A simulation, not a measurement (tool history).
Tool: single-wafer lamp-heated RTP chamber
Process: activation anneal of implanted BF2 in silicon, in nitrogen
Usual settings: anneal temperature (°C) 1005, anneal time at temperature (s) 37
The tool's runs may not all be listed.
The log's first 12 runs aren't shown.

| run | day | anneal temperature (°C) | anneal time at temperature (s) | read-back reference wafer on the same gauge, sheet resistance | sheet resistance of the implanted and annealed layer (ohm/square) |
|---|---|---|---|---|---|
| 13 | 31.292 | 1005 | 37 | 232 | 194.89 |
| 14 | 34.917 | 1005 | 37 | 231.71 | 194.88 |
| 15 | 36.067 | 1005 | 37 | 232.1 | 194.86 |
| 16 | 38.129 | 1005 | 37 | 231.88 | 194.6 |
|  | 41.142 | reflector plate cleaned |
| 17 | 41.162 | 1005 | 37 | 232.14 | 196.34 |
| 18 | 42.442 | 1020 | 28 | 232.04 | 178.57 |
| 19 | 45.271 | 1013 | 23 | 231.96 | 205.95 |
| 20 | 46.521 | 1005 | 43 | 232.21 | 185.43 |
| 21 | 49.142 | 977 | 18 | 232.02 | 342.79 |
| 22 | 51.654 | 1005 | 37 | 231.87 | 195.55 |
|  | 52.1 | pyrometer window cleaned and pyrometer calibrated |
| 23 | 52.95 | 980 | 50 | 232.31 | 246.62 |
| 24 | 55.254 | 1005 | 37 | 231.95 | 194.88 |
| 25 | 57.988 | 980 | 50 | 232.1 | 246.08 |
| 26 | 64.879 | 1005 | 37 | 231.83 | 195.66 |
| 27 | 67.388 | 986 | 25 | 231.65 | 284.78 |
|  | 67.554 | gauge calibrated |
| 28 | 68.946 | 980 | 21 | 232.03 | 320.34 |
|  | 69.558 | reflector plate cleaned |
| 29 | 70.929 | 1005 | 37 | 232.12 | 195.16 |
| 30 | 72.042 | 1032 | 37 | 232.35 | 150.47 |
|  | 72.992 | pyrometer window cleaned and pyrometer calibrated |
| 31 | 73.738 | 1005 | 37 | 232.14 | 194.65 |
| 32 | 80.046 | 1018 | 37 | 232.23 | 168.39 |
| 33 | 82.667 | 1015 | 57 | 231.72 | 155.35 |
| 34 | 84.988 | 1026 | 45 | 232.05 | 149.28 |
|  | 92.879 | pyrometer window cleaned and pyrometer calibrated |
| 35 | 93.046 | 987 | 37 | 232.12 | 248.43 |
| 36 | 94.446 | 1005 | 37 | 232.06 | 195.08 |

4 ways to go on from here, each from the tool as it stands after run 36. What would each give?
| A | 94.462 | 1005 | 52 | ? | ? |
| B | 94.462 | 1005 | 17 | ? | ? |
| C | 94.462 | 1005 | 56 | ? | ? |
| D | 94.462 | 1020 | 43 | ? | ? |

| run | read-back reference wafer on the same gauge, sheet resistance | sheet resistance of the implanted and annealed layer (ohm/square) |
|---|---|---|
| A | 232.03 | 176.4 |
| B | 232.03 | 253.35 |
| C | 232.03 | 172.69 |
| D | 232.03 | 158.99 |
Without the tool's hidden state the same runs would have given:
| run | sheet resistance of the implanted and annealed layer (ohm/square) |
|---|---|
| A | 176.4 |
| B | 253.35 |
| C | 172.69 |
| D | 158.99 |
